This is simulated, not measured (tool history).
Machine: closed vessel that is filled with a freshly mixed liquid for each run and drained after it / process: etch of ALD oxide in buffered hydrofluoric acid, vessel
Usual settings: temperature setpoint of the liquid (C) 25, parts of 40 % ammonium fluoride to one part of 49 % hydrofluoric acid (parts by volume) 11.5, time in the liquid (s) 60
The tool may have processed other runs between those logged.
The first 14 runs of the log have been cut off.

run,hour,temperature setpoint of the liquid (C),parts of 40 % ammonium fluoride to one part of 49 % hydrofluoric acid (parts by volume),time in the liquid (s),"read-back film thickness of the ALD oxide reference wafer, read on the same gauge (nm)",thickness taken off the ALD oxide on a monitor wafer (Å)
15,397.7,27.5,15,35,80.02,817.5
16,414.1,25,11.5,60,79.97,1569
17,447.7,23,14,85,80.03,1627.5
18,469.8,25,11.5,60,80.03,1574.2
19,492.1,22.5,13,45,80.04,905.3
20,521.3,25,11.5,30,80.01,781.8
21,546.1,25,11.5,60,80.05,1550
22,564.3,25,11.5,60,80.01,1532.2
# hour 607.4: hydrofluoric acid flow meter replaced
23,616,25,13.5,35,79.99,782.1
24,629.6,29,13,60,80.03,1741.6
25,652.1,25,11.5,60,80.05,1582.7
26,667.7,21.5,11.5,60,79.98,1302.1
27,697.7,25,8.5,60,80.02,2018.7
28,745.2,25,11.5,60,79.96,1578.6
29,764.3,25,11.5,80,80.04,2095.1
30,783.4,25,7.5,90,79.98,3533.6
# hour 786.5: gauge calibrated
31,809.3,23.5,7.5,40,80.02,1440.9
32,825,25,16,60,80.02,1136.8
33,854.2,20,13.5,45,79.98,768.3

What if the next run were any one of these 5? Each begins from the tool's condition after run 33:
A,854.9,25,11.5,70,?,?
B,854.9,23,11.5,60,?,?
C,854.9,25,7.5,60,?,?
D,854.9,25,9.5,60,?,?
E,854.9,23,7.5,60,?,?

run,"read-back film thickness of the ALD oxide reference wafer, read on the same gauge (nm)",thickness taken off the ALD oxide on a monitor wafer (Å)
A,79.96,1831.4
B,79.96,1407.6
C,79.96,2341.6
D,79.96,1857.8
E,79.96,2099.9
Take away the tool's hidden state, keep each run's random variation, and the runs would have read:
run,thickness taken off the ALD oxide on a monitor wafer (Å)
A,1831.4
B,1407.6
C,2341.6
D,1857.8
E,2099.9
